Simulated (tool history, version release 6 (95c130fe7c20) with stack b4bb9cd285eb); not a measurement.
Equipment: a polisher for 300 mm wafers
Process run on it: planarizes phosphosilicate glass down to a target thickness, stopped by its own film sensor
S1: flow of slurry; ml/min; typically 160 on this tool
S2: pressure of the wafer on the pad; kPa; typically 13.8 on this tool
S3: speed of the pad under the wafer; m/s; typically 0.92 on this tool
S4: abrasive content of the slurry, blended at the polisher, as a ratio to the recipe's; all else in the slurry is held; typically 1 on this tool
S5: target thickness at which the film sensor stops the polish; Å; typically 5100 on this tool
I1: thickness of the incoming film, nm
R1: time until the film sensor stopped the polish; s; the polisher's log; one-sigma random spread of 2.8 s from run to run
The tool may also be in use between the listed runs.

run	hour	S1	S2	S3	S4	S5	I1	R1
1	0	160	13.8	0.92	1	5100	1206.5	163.6
2	38.6	160	13.8	0.92	1	5940	1209.1	138.8
3	80.6	160	13.8	0.92	1	5940	1210	140.7
# hour 82.4: slurry nozzle cleaned
4	127	160	13.8	0.92	1	5940	1226.7	150.5
# hour 157.7: worn pad replaced by a new one
5	188.2	160	13.8	0.92	1	5100	1202.2	160.2
6	280	160	13.8	0.92	1	5100	1219.9	169.7
7	344.6	160	13.8	0.92	1	5100	1200.3	170
# hour 381.2: conditioning disc replaced and pad reconditioned
# hour 406.1: worn pad replaced by a new one
8	424.5	160	13.8	0.92	1	5100	1211.5	175.4
# hour 472.4: slurry blender recalibrated
9	472.9	160	13.8	0.92	1	5100	1198.1	191.5
# hour 540.2: slurry nozzle cleaned
10	548.7	175	11.7	1.06	1.1	5100	1195.6	187.4
# hour 639.8: slurry blender recalibrated, repeated, since the last time left the tool worse
# hour 692.9: worn pad replaced by a new one
11	723.3	195	12.4	0.92	1	5100	1210	171.4
# hour 823.3: head pressure recalibrated
# hour 917.3: worn pad replaced by a new one
# hour 920.3: conditioning disc replaced and pad reconditioned
12	920.8	160	13.8	0.92	1	5100	1192	164.2
# hour 925.6: slurry nozzle cleaned
13	957.9	160	13.8	0.92	1.15	5100	1211	166.5
14	1003.9	160	10.3	0.92	1	3400	1198.2	258.9
15	1080.4	160	13.8	0.92	1	5100	1201.1	172.9
16	1130.4	160	9	0.92	1	3390	1198.3	311.9
# hour 1142.1: slurry blender recalibrated
# hour 1143.1: worn pad replaced by a new one
17	1188.2	180	9	0.92	1	5100	1221.9	231
18	1284.5	210	13.8	1	1	5100	1211.8	151.4

Below are 5 alternative next runs, each starting from the tool's condition after run 18. Predict each:
A	1285	160	13.8	0.92	0.9	5100	1213.2	?
B	1285	120	13.8	0.92	1	5100	1213.2	?
C	1285	160	11.7	0.92	0.9	5100	1213.2	?
D	1285	160	15.2	0.92	1.1	5920	1213.2	?
E	1285	200	10.3	0.78	0.85	5100	1213.2	?

run	R1
A	166.9
B	167
C	190.7
D	128.4
E	230.8
The same runs, with their run-to-run variation unchanged, on a tool lacking any hidden condition would have given:
run	R1
A	165
B	165.2
C	188.5
D	127
E	228.2
